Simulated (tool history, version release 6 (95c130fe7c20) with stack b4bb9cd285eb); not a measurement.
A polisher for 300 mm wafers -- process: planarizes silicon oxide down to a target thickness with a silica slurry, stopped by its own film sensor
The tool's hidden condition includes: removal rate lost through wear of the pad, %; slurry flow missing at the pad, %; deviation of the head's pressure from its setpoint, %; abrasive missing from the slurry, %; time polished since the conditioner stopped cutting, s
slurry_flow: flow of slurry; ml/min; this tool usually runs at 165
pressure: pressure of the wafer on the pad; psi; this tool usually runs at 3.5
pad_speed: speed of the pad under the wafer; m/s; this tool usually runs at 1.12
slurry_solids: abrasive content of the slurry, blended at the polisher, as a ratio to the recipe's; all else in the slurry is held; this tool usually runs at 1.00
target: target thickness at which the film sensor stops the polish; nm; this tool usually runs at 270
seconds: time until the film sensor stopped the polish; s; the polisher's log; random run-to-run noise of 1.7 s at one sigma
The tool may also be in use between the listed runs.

| run | hour | slurry_flow | pressure | pad_speed | slurry_solids | target | wafers since the last listed run | wafers polished on this pad | hours since the slurry nozzle was cleaned | hours since the head pressure was calibrated | hours since the slurry blender was calibrated | hours since the conditioning disc was replaced | incoming thickness of the incoming film, nm | seconds |
|---|---|---|---|---|---|---|---|---|---|---|---|---|---|---|
| 1 | 0.0 | 165 | 3.5 | 1.24 | 1.00 | 270 | 0 | 1531 | 620.5 | 684.1 | 248.7 | 186.0 | 549.7 | 116.2 |
|  | 5.3 | worn pad replaced by a new one |
|  | 21.7 | conditioning disc replaced and pad reconditioned |
| 2 | 35.8 | 165 | 3.5 | 1.12 | 1.00 | 270 | 260 | 248 | 656.3 | 719.9 | 284.5 | 14.1 | 545.8 | 107.6 |
| 3 | 61.0 | 165 | 3.5 | 1.12 | 1.00 | 270 | 219 | 468 | 681.5 | 745.1 | 309.7 | 39.3 | 554.7 | 114.6 |
| 4 | 73.1 | 165 | 3.5 | 1.12 | 1.00 | 270 | 105 | 573 | 693.6 | 757.2 | 321.8 | 51.4 | 545.9 | 109.1 |
| 5 | 96.7 | 165 | 3.5 | 1.12 | 1.00 | 270 | 205 | 779 | 717.2 | 780.8 | 345.4 | 75.0 | 546.6 | 113.9 |
| 6 | 125.2 | 165 | 3.5 | 1.12 | 1.00 | 297 | 248 | 1028 | 745.7 | 809.3 | 373.9 | 103.5 | 554.8 | 109.3 |
| 7 | 143.5 | 165 | 3.5 | 1.12 | 1.00 | 297 | 159 | 1188 | 764.0 | 827.6 | 392.2 | 121.8 | 543.1 | 104.2 |
|  | 165.3 | worn pad replaced by a new one |
| 8 | 165.8 | 210 | 3.5 | 1.12 | 1.00 | 270 | 159 | 3 | 786.3 | 849.9 | 414.5 | 144.1 | 556.9 | 122.6 |
|  | 177.1 | slurry nozzle cleaned |
| 9 | 190.7 | 165 | 2.6 | 0.94 | 1.20 | 329 | 208 | 212 | 13.6 | 874.8 | 439.4 | 169.0 | 558.8 | 141.9 |
|  | 198.1 | conditioning disc replaced and pad reconditioned |
| 10 | 210.0 | 180 | 3.5 | 0.90 | 1.00 | 270 | 150 | 363 | 32.9 | 894.1 | 458.7 | 11.9 | 552.5 | 133.4 |
|  | 212.4 | slurry blender recalibrated |
| 11 | 227.3 | 165 | 3.5 | 1.42 | 1.00 | 349 | 133 | 496 | 50.2 | 911.4 | 14.9 | 29.2 | 550.3 | 65.3 |
| 12 | 262.1 | 215 | 3.5 | 0.88 | 0.70 | 316 | 303 | 800 | 85.0 | 946.2 | 49.7 | 64.0 | 554.8 | 116.4 |
|  | 272.3 | head pressure recalibrated |
| 13 | 290.5 | 140 | 3.5 | 1.12 | 1.00 | 270 | 230 | 1031 | 113.4 | 18.2 | 78.1 | 92.4 | 549.4 | 113.1 |
| 14 | 322.6 | 150 | 3.5 | 1.12 | 0.75 | 226 | 280 | 1311 | 145.5 | 50.3 | 110.2 | 124.5 | 539.3 | 143.3 |
|  | 342.0 | worn pad replaced by a new one |
| 15 | 342.5 | 165 | 3.5 | 1.12 | 1.00 | 270 | 138 | 3 | 165.4 | 70.2 | 130.1 | 144.4 | 551.2 | 119.7 |
|  | 361.3 | conditioning disc replaced and pad reconditioned |
| 16 | 371.8 | 165 | 2.5 | 1.12 | 1.00 | 309 | 238 | 242 | 194.7 | 99.5 | 159.4 | 10.5 | 546.0 | 124.9 |
| 17 | 402.4 | 165 | 3.5 | 1.12 | 1.00 | 270 | 267 | 509 | 225.3 | 130.1 | 190.0 | 41.1 | 549.8 | 111.3 |
| 18 | 416.3 | 165 | 3.5 | 1.12 | 1.00 | 270 | 121 | 630 | 239.2 | 144.0 | 203.9 | 55.0 | 546.2 | 109.8 |
| 19 | 429.1 | 165 | 3.5 | 1.12 | 1.00 | 207 | 111 | 742 | 252.0 | 156.8 | 216.7 | 67.8 | 548.0 | 136.7 |
| 20 | 441.2 | 165 | 3.5 | 1.12 | 1.00 | 367 | 105 | 847 | 264.1 | 168.9 | 228.8 | 79.9 | 550.8 | 74.4 |
| 21 | 454.2 | 165 | 3.5 | 1.12 | 1.00 | 270 | 113 | 961 | 277.1 | 181.9 | 241.8 | 92.9 | 550.5 | 114.5 |
| 22 | 481.1 | 165 | 3.5 | 1.12 | 1.00 | 270 | 234 | 1195 | 304.0 | 208.8 | 268.7 | 119.8 | 548.8 | 114.0 |
| 23 | 495.1 | 165 | 4.4 | 1.12 | 1.00 | 216 | 122 | 1318 | 318.0 | 222.8 | 282.7 | 133.8 | 547.1 | 117.4 |
| 24 | 520.1 | 165 | 3.5 | 1.12 | 1.00 | 270 | 218 | 1536 | 343.0 | 247.8 | 307.7 | 158.8 | 545.4 | 119.1 |

Run 25 has not been measured yet. What should we expect?
|  | 534.6 | worn pad replaced by a new one |
| 25 | 535.1 | 165 | 3.5 | 1.26 | 1.00 | 270 | 95 | 4 | 358.0 | 262.8 | 322.7 | 173.8 | 549.3 | ? |

For run 25 the tool returned seconds 114.7 s.
If the tool had no hidden condition, the same run with the same run-to-run variation would have returned seconds 87.0 s.
